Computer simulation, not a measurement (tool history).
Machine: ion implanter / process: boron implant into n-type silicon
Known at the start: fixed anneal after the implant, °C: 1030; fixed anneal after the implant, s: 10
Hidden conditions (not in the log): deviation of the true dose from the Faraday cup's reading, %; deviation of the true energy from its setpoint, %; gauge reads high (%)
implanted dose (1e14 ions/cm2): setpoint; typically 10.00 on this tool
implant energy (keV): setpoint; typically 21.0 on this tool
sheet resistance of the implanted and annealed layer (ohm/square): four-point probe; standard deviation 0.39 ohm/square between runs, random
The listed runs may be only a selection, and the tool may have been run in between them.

| run | hour | implanted dose (1e14 ions/cm2) | implant energy (keV) | wafers since the last listed run | hours since the last dose calibration | hours since the extraction supply was calibrated | hours since the gauge calibration | read-back reference wafer on the same gauge, sheet resistance | sheet resistance of the implanted and annealed layer (ohm/square) |
|---|---|---|---|---|---|---|---|---|---|
| 1 | 0.0 | 10.00 | 21.0 | 0 | 681.8 | 6417.9 | 50.3 | 98.94 | 123.58 |
| 2 | 13.3 | 10.00 | 21.0 | 159 | 695.1 | 6431.2 | 63.6 | 99.04 | 124.11 |
| 3 | 29.8 | 10.00 | 21.0 | 197 | 711.6 | 6447.7 | 80.1 | 99.09 | 124.35 |
| 4 | 41.9 | 10.00 | 21.0 | 144 | 723.7 | 6459.8 | 92.2 | 99.04 | 124.17 |
| 5 | 80.4 | 8.76 | 21.0 | 460 | 762.2 | 6498.3 | 130.7 | 99.05 | 138.88 |
| 6 | 88.4 | 10.00 | 21.0 | 95 | 770.2 | 6506.3 | 138.7 | 98.97 | 124.15 |
| 7 | 103.1 | 10.00 | 21.0 | 175 | 784.9 | 6521.0 | 153.4 | 99.15 | 124.85 |
| 8 | 117.6 | 10.00 | 21.0 | 173 | 799.4 | 6535.5 | 167.9 | 98.98 | 123.87 |
| 9 | 126.2 | 8.59 | 21.0 | 102 | 808.0 | 6544.1 | 176.5 | 98.97 | 142.66 |
| 10 | 135.7 | 8.59 | 21.0 | 113 | 817.5 | 6553.6 | 186.0 | 99.02 | 141.62 |
|  | 144.9 | extraction supply calibrated |
|  | 157.9 | Faraday cup replaced and dose calibrated |
| 11 | 158.4 | 12.89 | 21.0 | 80 | 0.5 | 13.5 | 208.7 | 98.98 | 97.82 |
| 12 | 162.7 | 10.00 | 24.5 | 51 | 4.8 | 17.8 | 213.0 | 98.89 | 118.18 |
|  | 176.5 | gauge calibrated |
| 13 | 176.6 | 12.39 | 15.0 | 166 | 18.7 | 31.7 | 0.1 | 99.07 | 105.35 |
| 14 | 192.2 | 7.81 | 25.0 | 186 | 34.3 | 47.3 | 15.7 | 98.92 | 146.20 |
| 15 | 198.5 | 12.15 | 26.0 | 75 | 40.6 | 53.6 | 22.0 | 99.04 | 100.42 |
| 16 | 207.2 | 9.12 | 24.5 | 104 | 49.3 | 62.3 | 30.7 | 99.07 | 128.34 |
| 17 | 223.3 | 10.00 | 21.0 | 192 | 65.4 | 78.4 | 46.8 | 99.02 | 120.25 |
| 18 | 238.7 | 10.00 | 21.0 | 184 | 80.8 | 93.8 | 62.2 | 99.05 | 120.88 |
| 19 | 247.3 | 10.00 | 21.0 | 102 | 89.4 | 102.4 | 70.8 | 98.96 | 121.02 |
| 20 | 261.4 | 10.00 | 21.0 | 168 | 103.5 | 116.5 | 84.9 | 99.02 | 121.12 |
| 21 | 275.2 | 7.90 | 27.5 | 165 | 117.3 | 130.3 | 98.7 | 98.92 | 144.31 |

Below are 3 alternative next runs, each starting from the tool's condition after run 21. Predict each:
| A | 275.6 | 10.00 | 21.0 | 4 | 117.7 | 130.7 | 99.1 | ? | ? |
| B | 275.6 | 11.23 | 26.0 | 4 | 117.7 | 130.7 | 99.1 | ? | ? |
| C | 275.6 | 10.00 | 23.0 | 4 | 117.7 | 130.7 | 99.1 | ? | ? |

| run | read-back reference wafer on the same gauge, sheet resistance | sheet resistance of the implanted and annealed layer (ohm/square) |
|---|---|---|
| A | 99.01 | 120.57 |
| B | 99.01 | 107.60 |
| C | 99.01 | 119.66 |
Stripped of hidden state, with their random variation kept, the same runs would have yielded:
| run | sheet resistance of the implanted and annealed layer (ohm/square) |
|---|---|
| A | 119.85 |
| B | 106.97 |
| C | 118.95 |
